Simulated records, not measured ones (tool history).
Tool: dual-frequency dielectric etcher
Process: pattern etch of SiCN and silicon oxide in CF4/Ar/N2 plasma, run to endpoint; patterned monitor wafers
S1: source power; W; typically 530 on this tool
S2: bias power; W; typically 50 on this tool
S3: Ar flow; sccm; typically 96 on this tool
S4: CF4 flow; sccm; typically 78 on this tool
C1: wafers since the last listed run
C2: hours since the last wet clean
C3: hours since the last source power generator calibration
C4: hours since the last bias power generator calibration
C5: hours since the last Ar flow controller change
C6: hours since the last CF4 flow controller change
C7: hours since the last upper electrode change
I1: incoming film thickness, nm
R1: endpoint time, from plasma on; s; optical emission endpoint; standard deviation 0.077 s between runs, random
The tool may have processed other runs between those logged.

| run | hour | S1 | S2 | S3 | S4 | C1 | C2 | C3 | C4 | C5 | C6 | C7 | I1 | R1 |
|---|---|---|---|---|---|---|---|---|---|---|---|---|---|---|
| 1 | 0.0 | 530 | 50 | 96 | 78 | 0 | 421.3 | 2012.0 | 3269.6 | 3110.6 | 1338.2 | 3677.2 | 11.04 | 13.2 |
| 2 | 45.4 | 530 | 50 | 96 | 78 | 496 | 466.7 | 2057.4 | 3315.0 | 3156.0 | 1383.6 | 3722.6 | 11.12 | 13.0 |
|  | 118.2 | upper electrode replaced |
| 3 | 137.6 | 530 | 50 | 96 | 78 | 745 | 558.9 | 2149.6 | 3407.2 | 3248.2 | 1475.8 | 19.4 | 10.91 | 12.6 |
|  | 169.2 | wet clean of the chamber |
| 4 | 192.8 | 530 | 50 | 96 | 78 | 341 | 23.6 | 2204.8 | 3462.4 | 3303.4 | 1531.0 | 74.6 | 10.96 | 12.9 |
| 5 | 249.9 | 530 | 50 | 96 | 78 | 624 | 80.7 | 2261.9 | 3519.5 | 3360.5 | 1588.1 | 131.7 | 11.03 | 13.0 |
| 6 | 300.8 | 530 | 50 | 96 | 78 | 556 | 131.6 | 2312.8 | 3570.4 | 3411.4 | 1639.0 | 182.6 | 11.02 | 13.1 |
|  | 371.0 | source power generator calibrated |
| 7 | 376.0 | 590 | 50 | 96 | 78 | 778 | 206.8 | 5.0 | 3645.6 | 3486.6 | 1714.2 | 257.8 | 10.96 | 11.0 |
| 8 | 456.0 | 530 | 50 | 96 | 78 | 874 | 286.8 | 85.0 | 3725.6 | 3566.6 | 1794.2 | 337.8 | 10.94 | 12.3 |
| 9 | 556.8 | 450 | 45 | 87 | 61 | 1101 | 387.6 | 185.8 | 3826.4 | 3667.4 | 1895.0 | 438.6 | 10.93 | 16.3 |
| 10 | 604.5 | 610 | 50 | 96 | 86 | 521 | 435.3 | 233.5 | 3874.1 | 3715.1 | 1942.7 | 486.3 | 10.98 | 10.5 |
|  | 643.7 | wet clean of the chamber |
| 11 | 667.5 | 580 | 50 | 96 | 83 | 426 | 23.8 | 296.5 | 3937.1 | 3778.1 | 2005.7 | 549.3 | 11.07 | 11.2 |
|  | 720.9 | CF4 flow controller replaced |
| 12 | 727.5 | 430 | 39 | 96 | 78 | 590 | 83.8 | 356.5 | 3997.1 | 3838.1 | 6.6 | 609.3 | 11.01 | 17.4 |
| 13 | 822.9 | 530 | 56 | 96 | 78 | 1042 | 179.2 | 451.9 | 4092.5 | 3933.5 | 102.0 | 704.7 | 11.03 | 12.2 |
| 14 | 905.3 | 530 | 50 | 96 | 78 | 900 | 261.6 | 534.3 | 4174.9 | 4015.9 | 184.4 | 787.1 | 11.00 | 12.6 |
|  | 918.2 | Ar flow controller replaced |
| 15 | 1008.5 | 530 | 42 | 96 | 68 | 1062 | 364.8 | 637.5 | 4278.1 | 90.3 | 287.6 | 890.3 | 10.96 | 13.9 |
|  | 1076.2 | bias power generator calibrated |
|  | 1116.9 | wet clean of the chamber |
| 16 | 1117.4 | 610 | 62 | 108 | 63 | 884 | 0.5 | 746.4 | 41.2 | 199.2 | 396.5 | 999.2 | 11.02 | 10.9 |
| 17 | 1201.1 | 530 | 44 | 96 | 84 | 914 | 84.2 | 830.1 | 124.9 | 282.9 | 480.2 | 1082.9 | 10.92 | 12.9 |
| 18 | 1295.4 | 530 | 50 | 96 | 78 | 1030 | 178.5 | 924.4 | 219.2 | 377.2 | 574.5 | 1177.2 | 10.98 | 12.7 |
| 19 | 1345.2 | 530 | 50 | 96 | 78 | 544 | 228.3 | 974.2 | 269.0 | 427.0 | 624.3 | 1227.0 | 11.00 | 12.8 |
| 20 | 1444.1 | 530 | 50 | 96 | 68 | 1081 | 327.2 | 1073.1 | 367.9 | 525.9 | 723.2 | 1325.9 | 10.97 | 13.3 |
| 21 | 1490.5 | 530 | 50 | 96 | 78 | 507 | 373.6 | 1119.5 | 414.3 | 572.3 | 769.6 | 1372.3 | 10.93 | 12.7 |
| 22 | 1542.7 | 530 | 43 | 96 | 78 | 570 | 425.8 | 1171.7 | 466.5 | 624.5 | 821.8 | 1424.5 | 11.10 | 13.6 |
| 23 | 1633.3 | 530 | 50 | 96 | 78 | 990 | 516.4 | 1262.3 | 557.1 | 715.1 | 912.4 | 1515.1 | 10.99 | 12.9 |

The same runs without the tool's hidden state, with the same run-to-run variation:
What the log doesn't record here: etch rate over this chamber's usual, %; source power that arrives over what is set, %; bias power that arrives over what is set, %; Ar flow that arrives over what is set, %; CF4 flow that arrives over what is set, %.
| run | R1 |
|---|---|
| 1 | 12.6 |
| 2 | 12.5 |
| 3 | 12.1 |
| 4 | 12.3 |
| 5 | 12.4 |
| 6 | 12.6 |
| 7 | 11.0 |
| 8 | 12.2 |
| 9 | 16.2 |
| 10 | 10.4 |
| 11 | 11.0 |
| 12 | 17.1 |
| 13 | 12.0 |
| 14 | 12.4 |
| 15 | 13.6 |
| 16 | 10.6 |
| 17 | 12.6 |
| 18 | 12.4 |
| 19 | 12.5 |
| 20 | 12.9 |
| 21 | 12.3 |
| 22 | 13.1 |
| 23 | 12.4 |

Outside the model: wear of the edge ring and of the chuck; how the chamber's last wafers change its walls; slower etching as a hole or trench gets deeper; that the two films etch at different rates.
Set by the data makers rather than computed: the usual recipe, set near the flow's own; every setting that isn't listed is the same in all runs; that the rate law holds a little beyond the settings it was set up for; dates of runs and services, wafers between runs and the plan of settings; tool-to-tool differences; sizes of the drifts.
